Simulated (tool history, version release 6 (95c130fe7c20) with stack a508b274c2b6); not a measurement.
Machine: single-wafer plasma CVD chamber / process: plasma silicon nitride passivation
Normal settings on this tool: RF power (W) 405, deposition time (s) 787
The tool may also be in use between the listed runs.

run	hour	RF power (W)	deposition time (s)	wafers since the last listed run	hours since the last RF generator calibration	hours since the showerhead was replaced	hours since the gauge calibration	read-back reference wafer on the same gauge, thickness_nm	mean film thickness on the monitor wafer (nm)
1	0	455	880	0	1979.5	5362.4	774	1169.094	1183.521
2	43	455	880	82	2022.5	5405.4	817	1169.123	1179.839
3	108.9	405	672	126	2088.4	5471.3	882.9	1170.453	876.052
4	172.8	405	787	122	2152.3	5535.2	946.8	1169.572	1027.457
5	240.6	405	787	129	2220.1	5603	1014.6	1169.721	1025.766
6	268.6	405	787	53	2248.1	5631	1042.6	1170.233	1021.435
7	303.1	405	787	66	2282.6	5665.5	1077.1	1170.801	1023.012
8	359.2	375	787	107	2338.7	5721.6	1133.2	1169.487	1007.539
9	421	405	787	118	2400.5	5783.4	1195	1170.687	1017.915
10	467.9	405	787	89	2447.4	5830.3	1241.9	1169.688	1019.222
11	522.7	450	787	104	2502.2	5885.1	1296.7	1170.31	1046.783
12	553	450	787	58	2532.5	5915.4	1327	1169.222	1041.359
13	609.2	405	787	107	2588.7	5971.6	1383.2	1169.987	1015.399
# hour 657.5: gauge calibrated
14	681	405	787	137	2660.5	6043.4	23.5	1171.116	1017.185
# hour 725.9: RF generator calibrated
15	735.8	370	851	89	9.9	6098.2	78.3	1171.055	1097.944
16	775.1	405	787	75	49.2	6137.5	117.6	1170.051	1035.926
17	920.5	405	787	278	194.6	6282.9	263	1169.74	1040.426
18	986.9	405	787	127	261	6349.3	329.4	1170.529	1038.104
19	1038.8	405	787	99	312.9	6401.2	381.3	1170.081	1040.072
20	1074.4	405	898	68	348.5	6436.8	416.9	1170.053	1184.056
21	1100.1	375	657	49	374.2	6462.5	442.6	1170.041	851.333
22	1141.5	405	634	79	415.6	6503.9	484	1170.873	837.237
23	1211.2	370	722	133	485.3	6573.6	553.7	1170.652	930.91
24	1254	375	677	81	528.1	6616.4	596.5	1169.697	879.479
# hour 1266.8: showerhead replaced
25	1305.3	405	787	82	579.4	38.5	647.8	1169.855	1035.099
26	1353	405	787	91	627.1	86.2	695.5	1168.774	1038.145
27	1404.6	475	787	98	678.7	137.8	747.1	1169.922	1073.159
28	1473.1	470	787	131	747.2	206.3	815.6	1169.901	1073.04
29	1504.4	455	787	59	778.5	237.6	846.9	1171.113	1063.63
30	1554.4	380	636	95	828.5	287.6	896.9	1169.523	823.4
31	1624.5	430	787	134	898.6	357.7	967	1170.975	1048.244
32	1678.7	405	787	103	952.8	411.9	1021.2	1169.808	1037.481
33	1727.3	360	745	93	1001.4	460.5	1069.8	1170.09	954.61
34	1778.6	430	740	98	1052.7	511.8	1121.1	1169.808	986.894
35	1817.8	405	787	75	1091.9	551	1160.3	1170.359	1036.174
36	1859.6	375	747	80	1133.7	592.8	1202.1	1170.796	968.424
37	1884.2	405	787	47	1158.3	617.4	1226.7	1170.42	1037.156
38	1948.9	330	787	123	1223	682.1	1291.4	1169.928	985.159
39	2005.1	375	657	107	1279.2	738.3	1347.6	1169.052	852.561
40	2052.9	445	700	91	1327	786.1	1395.4	1169.101	933.22
# hour 2061.1: gauge calibrated
41	2092.4	405	787	75	1366.5	825.6	31.3	1169.277	1031.817
42	2161.1	330	655	131	1435.2	894.3	100	1170.633	822.981
43	2190.7	355	878	56	1464.8	923.9	129.6	1169.17	1120.172

How the hidden state differs across the entries between the runs, from the last listed run before each to the first after it:
Between runs 13 and 14: gauge calibrated (hour 657.5)
  delivered RF power above the setpoint (%): -8.28 -> -8.73
  measured value less the no-hidden-state value, mean film thickness on the monitor wafer (nm): -19.819 -> -20.983
Between runs 14 and 15: RF generator calibrated (hour 725.9)
  delivered RF power above the setpoint (%): -8.73 -> -0.169
  measured value less the no-hidden-state value, mean film thickness on the monitor wafer (nm): -20.983 -> -0.421
Between runs 24 and 25: showerhead replaced (hour 1266.8)
  delivered RF power above the setpoint (%): -0.503 -> -0.571
  measured value less the no-hidden-state value, mean film thickness on the monitor wafer (nm): -1.002 -> -1.339
Between runs 40 and 41: gauge calibrated (hour 2061.1)
  delivered RF power above the setpoint (%): -2.27 -> -2.4
  measured value less the no-hidden-state value, mean film thickness on the monitor wafer (nm): -4.853 -> -5.67
